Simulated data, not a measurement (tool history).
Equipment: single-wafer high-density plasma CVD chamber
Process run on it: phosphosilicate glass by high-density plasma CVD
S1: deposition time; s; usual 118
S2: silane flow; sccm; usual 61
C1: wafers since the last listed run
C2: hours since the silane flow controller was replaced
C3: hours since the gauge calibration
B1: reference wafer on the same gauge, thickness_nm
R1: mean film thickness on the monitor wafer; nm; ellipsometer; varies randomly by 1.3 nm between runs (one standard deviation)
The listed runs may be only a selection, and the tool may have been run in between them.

Run 1, hour 0: usual settings but S1 112 s, S2 56 sccm; C1 0; C2 2698.8; C3 473.6; B1 746.093. Result: R1 553.116 nm.
Run 2, hour 46.9: usual settings but S1 112 s, S2 56 sccm; C1 396; C2 2745.7; C3 520.5; B1 745.814. Result: R1 555.802 nm.
Run 3, hour 85.1: usual settings; C1 322; C2 2783.9; C3 558.7; B1 746.428. Result: R1 633.184 nm.
Run 4, hour 153.2: usual settings; C1 575; C2 2852; C3 626.8; B1 746.145. Result: R1 631.611 nm.
Run 5, hour 222.7: usual settings; C1 587; C2 2921.5; C3 696.3; B1 745.677. Result: R1 632.994 nm.
Run 6, hour 283.6: usual settings; C1 514; C2 2982.4; C3 757.2; B1 745.639. Result: R1 634.221 nm.
Run 7, hour 328.8: usual settings but S1 100 s; C1 381; C2 3027.6; C3 802.4; B1 746.361. Result: R1 533.596 nm.
Run 8, hour 366: usual settings but S1 100 s; C1 314; C2 3064.8; C3 839.6; B1 745.818. Result: R1 534.517 nm.
Run 9, hour 399.3: usual settings but S1 100 s; C1 281; C2 3098.1; C3 872.9; B1 745.698. Result: R1 533.089 nm.
Run 10, hour 455.3: usual settings; C1 473; C2 3154.1; C3 928.9; B1 746.114. Result: R1 631.612 nm.
Run 11, hour 502.2: usual settings; C1 396; C2 3201; C3 975.8; B1 745.566. Result: R1 632.091 nm.
Run 12, hour 564.7: usual settings but S2 52 sccm; C1 527; C2 3263.5; C3 1038.3; B1 746.564. Result: R1 545.859 nm.
Run 13, hour 607: usual settings; C1 357; C2 3305.8; C3 1080.6; B1 746.415. Result: R1 633.314 nm.
At hour 680.3: silane flow controller replaced.
Run 14, hour 680.8: usual settings; C1 555; C2 0.5; C3 1154.4; B1 745.445. Result: R1 632.048 nm.
Run 15, hour 718.7: usual settings but S1 124 s, S2 68 sccm; C1 320; C2 38.4; C3 1192.3; B1 746.811. Result: R1 738.282 nm.
Run 16, hour 784.4: usual settings; C1 555; C2 104.1; C3 1258; B1 745.578. Result: R1 632.181 nm.
At hour 840.2: gauge calibrated.
Run 17, hour 853: usual settings but S1 134 s, S2 70 sccm; C1 579; C2 172.7; C3 12.8; B1 746.011. Result: R1 816.01 nm.
Run 18, hour 920.4: usual settings but S1 94 s, S2 68 sccm; C1 569; C2 240.1; C3 80.2; B1 745.718. Result: R1 555.546 nm.
Run 19, hour 980.1: usual settings; C1 504; C2 299.8; C3 139.9; B1 745.783. Result: R1 630.638 nm.
Run 20, hour 1045.1: usual settings but S1 125 s, S2 73 sccm; C1 549; C2 364.8; C3 204.9; B1 745.899. Result: R1 791.788 nm.
Run 21, hour 1091.7: usual settings but S1 137 s, S2 71 sccm; C1 393; C2 411.4; C3 251.5; B1 746.047. Result: R1 841.267 nm.
Run 22, hour 1130: usual settings but S1 138 s; C1 323; C2 449.7; C3 289.8; B1 745.367. Result: R1 737.842 nm.
Run 23, hour 1170.9: usual settings; C1 345; C2 490.6; C3 330.7; B1 745.377. Result: R1 633.001 nm.
Run 24, hour 1201: usual settings but S1 98 s, S2 72 sccm; C1 254; C2 520.7; C3 360.8; B1 745.954. Result: R1 612.321 nm.
Run 25, hour 1228.8: usual settings but S1 97 s, S2 67 sccm; C1 234; C2 548.5; C3 388.6; B1 746.269. Result: R1 567.466 nm.
Run 26, hour 1291.6: usual settings but S1 136 s, S2 53 sccm; C1 530; C2 611.3; C3 451.4; B1 746.106. Result: R1 640.608 nm.
Run 27, hour 1322.2: usual settings but S1 126 s, S2 68 sccm; C1 258; C2 641.9; C3 482; B1 746.166. Result: R1 746.844 nm.
Run 28, hour 1387.1: usual settings; C1 548; C2 706.8; C3 546.9; B1 745.986. Result: R1 632.864 nm.
Run 29, hour 1438.5: usual settings but S1 132 s; C1 434; C2 758.2; C3 598.3; B1 745.985. Result: R1 707.557 nm.

Each row is a separate what-if for the run after 29, all from the same tool condition, not one after another. Results?
Run A, hour 1438.9: usual settings but S2 72 sccm; C1 3; C2 758.6; C3 598.7; B1 ?. Result: R1 ?.
Run B, hour 1438.9: usual settings but S1 140 s, S2 71 sccm; C1 3; C2 758.6; C3 598.7; B1 ?. Result: R1 ?.
Run C, hour 1438.9: usual settings but S2 73 sccm; C1 3; C2 758.6; C3 598.7; B1 ?. Result: R1 ?.
Run D, hour 1438.9: usual settings but S1 134 s, S2 57 sccm; C1 3; C2 758.6; C3 598.7; B1 ?. Result: R1 ?.
Run E, hour 1438.9: usual settings but S1 98 s, S2 53 sccm; C1 3; C2 758.6; C3 598.7; B1 ?. Result: R1 ?.

run       B1       R1
  A  746.183  737.654
  B  746.183  863.789
  C  746.183  747.257
  D  746.183  674.092
  E  746.183   461.09
Stripped of hidden state, with their random variation kept, the same runs would have yielded:
run       R1
  A  737.654
  B  863.789
  C  747.257
  D  674.092
  E   461.09
